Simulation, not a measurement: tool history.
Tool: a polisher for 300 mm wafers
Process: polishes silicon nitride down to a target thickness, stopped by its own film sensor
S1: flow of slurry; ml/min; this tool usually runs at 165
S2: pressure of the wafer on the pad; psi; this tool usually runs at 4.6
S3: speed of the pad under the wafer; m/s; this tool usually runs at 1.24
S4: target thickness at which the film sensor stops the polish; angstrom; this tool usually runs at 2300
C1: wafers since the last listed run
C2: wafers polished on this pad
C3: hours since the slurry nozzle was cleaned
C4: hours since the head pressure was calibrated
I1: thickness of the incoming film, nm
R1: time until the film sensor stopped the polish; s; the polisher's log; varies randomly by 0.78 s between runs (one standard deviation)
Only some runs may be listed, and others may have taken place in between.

run,hour,S1,S2,S3,S4,C1,C2,C3,C4,I1,R1
1,0,165,4.6,1.24,2300,0,3068,429,798.8,396.7,62.8
2,42.4,165,4.6,1.24,2300,686,3754,471.4,841.2,400.3,65.8
3,98.3,165,4.6,1.24,2300,904,4658,527.3,897.1,397,64.6
# hour 116.2: slurry nozzle cleaned
4,295.5,165,5.8,1.24,2300,3174,7833,179.3,1094.3,402.4,50.4
# hour 338.3: head pressure recalibrated
# hour 367.8: worn pad replaced by a new one
5,376.8,165,5.8,1.24,2300,1218,145,260.6,38.5,398.5,48.7
6,446.3,165,4.6,1.24,2300,1124,1269,330.1,108,395.9,60.2
7,509.9,165,4.6,1.24,2300,1029,2298,393.7,171.6,398.1,63.6
8,616.4,165,4.6,1.24,2300,1723,4022,500.2,278.1,397.9,66.2
# hour 700: slurry nozzle cleaned
9,711.7,165,4.6,1.24,2300,1525,5548,11.7,373.4,401.4,61.1
10,767.9,165,4.6,1.24,2300,909,6457,67.9,429.6,395,58.3
11,900.3,165,4.6,1.24,2600,2142,8600,200.3,562,401.3,50.9
# hour 923.4: worn pad replaced by a new one
12,955.8,165,4.6,1.24,1930,833,524,255.8,617.5,401.9,73.8
13,1051.1,165,4.6,1.24,1930,1542,2066,351.1,712.8,394.9,75.8
14,1108.3,165,4.6,1.24,1930,925,2992,408.3,770,398.6,76.7
15,1169.1,180,4.6,1.24,2300,983,3975,469.1,830.8,400.6,63.4
# hour 1244.8: slurry nozzle cleaned
16,1269.2,180,4.6,1.24,2300,1603,5579,24.4,930.9,404.2,59.7
17,1370.6,180,4.6,1.24,2300,1640,7220,125.8,1032.3,394.6,56.8
18,1458.1,165,4.6,1.24,2300,1415,8636,213.3,1119.8,399.2,60.5
19,1549.1,125,3.8,1.48,2130,1472,10108,304.3,1210.8,405.5,82
# hour 1576.3: worn pad replaced by a new one
# hour 1603.5: head pressure recalibrated
20,1649.5,165,4.6,1.24,2300,1527,1151,404.7,46,396,62.4
21,1688.1,165,4.6,1.24,2480,624,1776,443.3,84.6,398,55.1
# hour 1762.2: slurry nozzle cleaned
22,1792.6,185,3.4,0.82,1970,1674,3451,30.4,189.1,405.4,126.9
23,1898.5,165,4.6,1.24,2300,1713,5164,136.3,295,405.2,62.4
24,1953.5,165,4.6,1.4,2570,889,6054,191.3,350,402.6,47.6
25,2009.5,165,4.6,1.24,2300,906,6961,247.3,406,402.3,61.8
26,2081.7,215,3.5,1.62,1970,1168,8129,319.5,478.2,399.1,77.1
# hour 2094: worn pad replaced by a new one
27,2151.7,165,4.6,1.24,2300,1067,934,389.5,548.2,404.4,62.9
28,2200.3,145,4.6,1.24,2300,786,1720,438.1,596.8,394.5,62.6
29,2254.1,130,3,0.9,2580,870,2591,491.9,650.6,404.7,111
30,2310.1,220,4.6,1.24,2300,906,3497,547.9,706.6,407.6,66.4
# hour 2366.6: slurry nozzle cleaned
31,2408.4,195,5.9,0.98,2480,1574,5072,41.8,804.9,400.1,47.5
32,2466.9,130,4.6,1.24,2300,946,6018,100.3,863.4,404.7,64.9
33,2569,165,3.9,1.46,2300,1652,7670,202.4,965.5,399.3,63.7
# hour 2619.3: worn pad replaced by a new one
34,2627.6,165,4.6,1,1740,883,134,261,1024.1,407.6,99.9
35,2666.8,200,4.6,1.12,2470,634,768,300.2,1063.3,401.8,59.4
36,2740.7,165,4.6,1.56,2530,1195,1964,374.1,1137.2,395.8,46.7
37,2846.8,165,4.1,1.12,2300,1716,3681,480.2,1243.3,402.7,80.7

How the hidden state differs across the entries between the runs, from the last listed run before each to the first after it:
Runs 3 to 4: slurry nozzle cleaned (hour 116.2)
  slurry flow missing at the pad, %: 40.2 -> 15.5
  difference, measured minus the result without the unlogged condition, R1: +7.5 -> +1.6 s
Runs 4 to 5: head pressure recalibrated (hour 338.3); worn pad replaced by a new one (hour 367.8)
  slurry flow missing at the pad, %: 15.5 -> 21
  difference, measured minus the result without the unlogged condition, R1: +1.6 -> +2.2 s
Runs 8 to 9: slurry nozzle cleaned (hour 700)
  slurry flow missing at the pad, %: 37.5 -> 3.33
  difference, measured minus the result without the unlogged condition, R1: +6.8 -> +0.3 s
Runs 11 to 12: worn pad replaced by a new one (hour 923.4)
  slurry flow missing at the pad, %: 16.3 -> 20.1
  difference, measured minus the result without the unlogged condition, R1: +1.7 -> +3.3 s
Runs 15 to 16: slurry nozzle cleaned (hour 1244.8)
  slurry flow missing at the pad, %: 34.8 -> 4.34
  difference, measured minus the result without the unlogged condition, R1: +5.4 -> +0.5 s
Runs 19 to 20: worn pad replaced by a new one (hour 1576.3); head pressure recalibrated (hour 1603.5)
  slurry flow missing at the pad, %: 23.6 -> 30.5
  difference, measured minus the result without the unlogged condition, R1: +5.8 -> +4.8 s
Runs 21 to 22: slurry nozzle cleaned (hour 1762.2)
  slurry flow missing at the pad, %: 33.2 -> 3.28
  difference, measured minus the result without the unlogged condition, R1: +4.8 -> +0.7 s
Runs 26 to 27: worn pad replaced by a new one (hour 2094)
  slurry flow missing at the pad, %: 23.2 -> 28
  difference, measured minus the result without the unlogged condition, R1: +3.1 -> +4.2 s
Runs 30 to 31: slurry nozzle cleaned (hour 2366.6)
  slurry flow missing at the pad, %: 38.9 -> 7.81
  difference, measured minus the result without the unlogged condition, R1: +5.6 -> +0.6 s
Runs 33 to 34: worn pad replaced by a new one (hour 2619.3)
  slurry flow missing at the pad, %: 18.9 -> 22.9
  difference, measured minus the result without the unlogged condition, R1: +2.6 -> +5.1 s
